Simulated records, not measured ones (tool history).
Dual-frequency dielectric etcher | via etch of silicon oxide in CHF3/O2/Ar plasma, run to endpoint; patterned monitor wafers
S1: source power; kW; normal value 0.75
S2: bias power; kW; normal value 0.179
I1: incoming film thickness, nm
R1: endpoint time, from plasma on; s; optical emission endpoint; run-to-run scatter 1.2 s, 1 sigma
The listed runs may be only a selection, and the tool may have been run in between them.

run,hour,S1,S2,I1,R1
1,0,0.75,0.179,719.8,320.9
2,8.4,0.75,0.179,717.1,319.1
3,22.5,0.75,0.179,721.8,323
4,36.4,0.75,0.179,723.6,325.4
5,57,0.85,0.179,722.2,307.3
6,70.6,0.85,0.179,729.2,309.6
7,123.6,0.85,0.179,729.9,310.6
# hour 164.7: upper electrode replaced
# hour 168.1: wet clean of the chamber
8,168.6,0.75,0.179,724.8,320.4
9,169,0.79,0.179,721.9,309
10,169.4,0.79,0.179,735,315.1
11,173.8,0.75,0.179,735,326.1
12,184.9,0.75,0.168,727.3,330.6
13,199.1,0.75,0.168,723.9,326.4
# hour 213.8: bias power generator calibrated
14,214.7,0.75,0.168,726.4,328.2
15,225.9,0.87,0.179,722.8,296.6
16,233.6,0.87,0.179,720.3,295.7
17,247.4,0.87,0.179,722.7,296.2
18,258.5,0.86,0.208,724.1,282.6
19,274.7,0.75,0.22,717.8,290.3
# hour 282.6: source power generator calibrated
20,285.2,0.65,0.221,725.9,313.5
21,299.9,0.75,0.179,727.1,319.8
22,333.8,0.75,0.223,726.2,293.9
23,344,0.91,0.179,719.8,291.5
24,353.6,0.84,0.166,723.2,311.1
25,363.6,0.75,0.179,727.8,322.9
26,370.2,0.58,0.179,727,367.2
27,387.2,0.75,0.179,723.4,323.4
28,421.1,0.75,0.179,721.2,321.3
29,438,0.79,0.179,720.7,315
30,446,0.75,0.146,725.2,351

What does the tool deliver on the next run?
31,453.4,0.75,0.179,723.8,?

{"run 31": {"R1": 323.2}}
On a tool with no hidden condition, and with the same random variation, this run would have come out at R1 317 s.
